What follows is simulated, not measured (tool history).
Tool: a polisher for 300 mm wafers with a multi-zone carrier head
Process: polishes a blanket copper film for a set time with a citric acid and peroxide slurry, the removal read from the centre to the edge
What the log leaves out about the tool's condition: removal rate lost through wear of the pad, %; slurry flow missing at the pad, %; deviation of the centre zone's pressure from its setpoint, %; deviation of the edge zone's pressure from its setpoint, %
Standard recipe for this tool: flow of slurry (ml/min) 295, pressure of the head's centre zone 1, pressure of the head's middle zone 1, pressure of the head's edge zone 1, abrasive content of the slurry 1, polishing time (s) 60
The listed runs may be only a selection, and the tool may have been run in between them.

run,hour,flow of slurry (ml/min),pressure of the head's centre zone,pressure of the head's middle zone,pressure of the head's edge zone,abrasive content of the slurry,polishing time (s),wafers since the last listed run,wafers polished on this pad,hours since the slurry nozzle was cleaned,hours since the centre zone pressure was calibrated,hours since the edge zone pressure was calibrated,hours since the carrier head's membrane was replaced,"incoming thickness of the incoming film, nm",film removed at the wafer's centre (nm),film removed at mid-radius (nm),film removed at the wafer's edge (nm)
1,0,295,1,1,1,1,60,0,2478,25,942,261.4,100.8,1112.1,129.7,125.8,125.4
# hour 18.8: centre zone pressure recalibrated
2,54.3,295,1,0.96,1,1,60,866,3345,79.3,35.5,315.7,155.1,1076.8,129.7,125.4,125.4
3,96.2,295,1,1,1,1,60,694,4039,121.2,77.4,357.6,197,1085,129.1,130.1,125.8
# hour 111.2: worn pad replaced by a new one
4,130.3,295,1,1,1,1,60,498,316,155.3,111.5,391.7,231.1,1076.2,130,125,125.3
5,154.8,295,1,1,1.03,1.25,60,405,722,179.8,136,416.2,255.6,1108.8,136.3,136.4,132.4
6,185.4,295,1.08,1.09,1,1.3,60,506,1229,210.4,166.6,446.8,286.2,1090.2,150,143.8,132.3
# hour 238.5: slurry nozzle cleaned
7,243.3,295,1.05,1,1,1,47,942,2172,4.8,224.5,504.7,344.1,1099.2,106.5,99.9,98.1
8,267.6,295,1,1,1,1,60,402,2574,29.1,248.8,529,368.4,1091.2,129.4,130.1,125.5
# hour 271.7: edge zone pressure recalibrated
9,313.4,295,1,1,1.03,1.25,60,725,3300,74.9,294.6,41.7,414.2,1114.9,135.6,134.8,133.9
10,377.7,295,1,1,1,1,60,1065,4365,139.2,358.9,106,478.5,1089.6,128.9,127.5,126.9
11,433.7,295,1,1,1,1,60,927,5293,195.2,414.9,162,534.5,1086.4,129.2,126.5,127.3
# hour 448.7: worn pad replaced by a new one
12,470.9,295,0.91,1,1,1.25,68,550,367,232.4,452.1,199.2,571.7,1090,140.6,151.9,152.1
13,497.4,295,1,1,1,1,60,439,806,258.9,478.6,225.7,598.2,1092.5,128.8,127.5,126.4
# hour 498.9: slurry nozzle cleaned
14,533.5,295,1,1,1,1,60,581,1388,34.6,514.7,261.8,634.3,1098.6,129.4,129.1,127.3
15,565.2,205,1,1,1.11,1,79,525,1913,66.3,546.4,293.5,666,1094.7,162.7,159.2,167.5
16,623.9,295,1,1,1.05,1,60,972,2886,125,605.1,352.2,724.7,1083.5,129.1,126.6,130.2
17,656.7,385,1,1,1,1,60,543,3429,157.8,637.9,385,757.5,1078.5,132.3,127.8,128.5
18,723.8,295,1,1,1.1,1,48,1111,4541,224.9,705,452.1,824.6,1093.2,102.6,102.8,107
# hour 759.7: worn pad replaced by a new one
19,760.2,295,1,1.08,1.06,1,60,536,7,261.3,741.4,488.5,861,1078.1,130.2,135.6,129.1
# hour 793: slurry nozzle cleaned
20,821.9,295,1,1,1,1,75,1005,1013,28.9,803.1,550.2,922.7,1084.7,161.9,161.6,158.9
21,857.6,295,0.92,1.12,1.04,1.1,60,591,1604,64.6,838.8,585.9,958.4,1082.4,120.8,141.9,131.5

What if the next run were any one of these 4? Each begins from the tool's condition after run 21:
A,858,295,1,1,1,1,60,6,1611,65,839.2,586.3,958.8,1082.4,?,?,?
B,858,390,0.96,0.94,1,0.85,60,6,1611,65,839.2,586.3,958.8,1082.4,?,?,?
C,858,260,1,1,1,1,73,6,1611,65,839.2,586.3,958.8,1082.4,?,?,?
D,858,205,0.93,1.09,1,0.9,60,6,1611,65,839.2,586.3,958.8,1082.4,?,?,?

run,film removed at the wafer's centre (nm),film removed at mid-radius (nm),film removed at the wafer's edge (nm)
A,130.1,124.2,127.3
B,124.4,117.2,125.9
C,155.7,148.9,153.2
D,112.1,124.6,120
With no hidden state in the tool, these same runs would have given:
run,film removed at the wafer's centre (nm),film removed at mid-radius (nm),film removed at the wafer's edge (nm)
A,130.1,124.2,127.3
B,124.4,117.2,125.9
C,155.7,148.9,153.2
D,112.1,124.6,120
